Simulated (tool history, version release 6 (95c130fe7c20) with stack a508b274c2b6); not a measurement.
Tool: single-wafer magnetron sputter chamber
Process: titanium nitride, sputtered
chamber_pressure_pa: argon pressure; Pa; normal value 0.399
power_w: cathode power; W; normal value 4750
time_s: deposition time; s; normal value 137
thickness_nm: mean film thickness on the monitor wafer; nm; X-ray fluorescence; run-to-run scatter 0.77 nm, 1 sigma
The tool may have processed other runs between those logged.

run	hour	chamber_pressure_pa	power_w	time_s	read-back reference wafer on the same gauge, thickness_nm	thickness_nm
1	0	0.298	4750	137	117.975	136.997
2	57.8	0.298	4750	137	117.879	136.667
3	121	0.298	4750	137	117.986	138.78
4	184.7	0.278	4750	137	118.201	138.643
5	279.9	0.399	4750	137	117.996	132.412
# hour 342.5: sputter target and shields replaced
6	579.4	0.399	4750	137	118.073	130.521
7	628.1	0.399	4750	137	118.016	131.631
8	819.3	0.399	4750	137	118.103	131.792
9	870.6	0.399	4750	137	117.99	131.793
# hour 876.7: gauge calibrated
# hour 926.9: magnet pack replaced
10	944.5	0.399	4750	137	117.949	131.777
# hour 962.4: capacitance manometer re-zeroed and calibrated
11	1017.4	0.399	4750	137	117.895	130.897
# hour 1066.8: sputter target and shields replaced
12	1067.3	0.399	4750	137	118.021	131.656
13	1265.8	0.329	4000	148	118.036	126.076
14	1358.5	0.296	3900	159	118.031	135.512
15	1425.1	0.454	3700	124	118	93.085
16	1472.7	0.317	4750	137	117.882	137.264
17	1562.9	0.455	4750	122	118.027	114.115
18	1604	0.351	5650	129	118.17	147.108
19	1661.9	0.399	4150	113	118.108	96.075

Forecast each of these 4 alternatives for the next run:
A	1662.3	0.399	4750	137	?	?
B	1662.3	0.315	4750	137	?	?
C	1662.3	0.486	5450	148	?	?
D	1662.3	0.294	4750	137	?	?

run	read-back reference wafer on the same gauge, thickness_nm	thickness_nm
A	117.934	130.171
B	117.934	135.207
C	117.934	152.6
D	117.934	136.507
Without the tool's unlogged condition, the same runs would have read:
run	thickness_nm
A	130.171
B	135.207
C	152.6
D	136.507
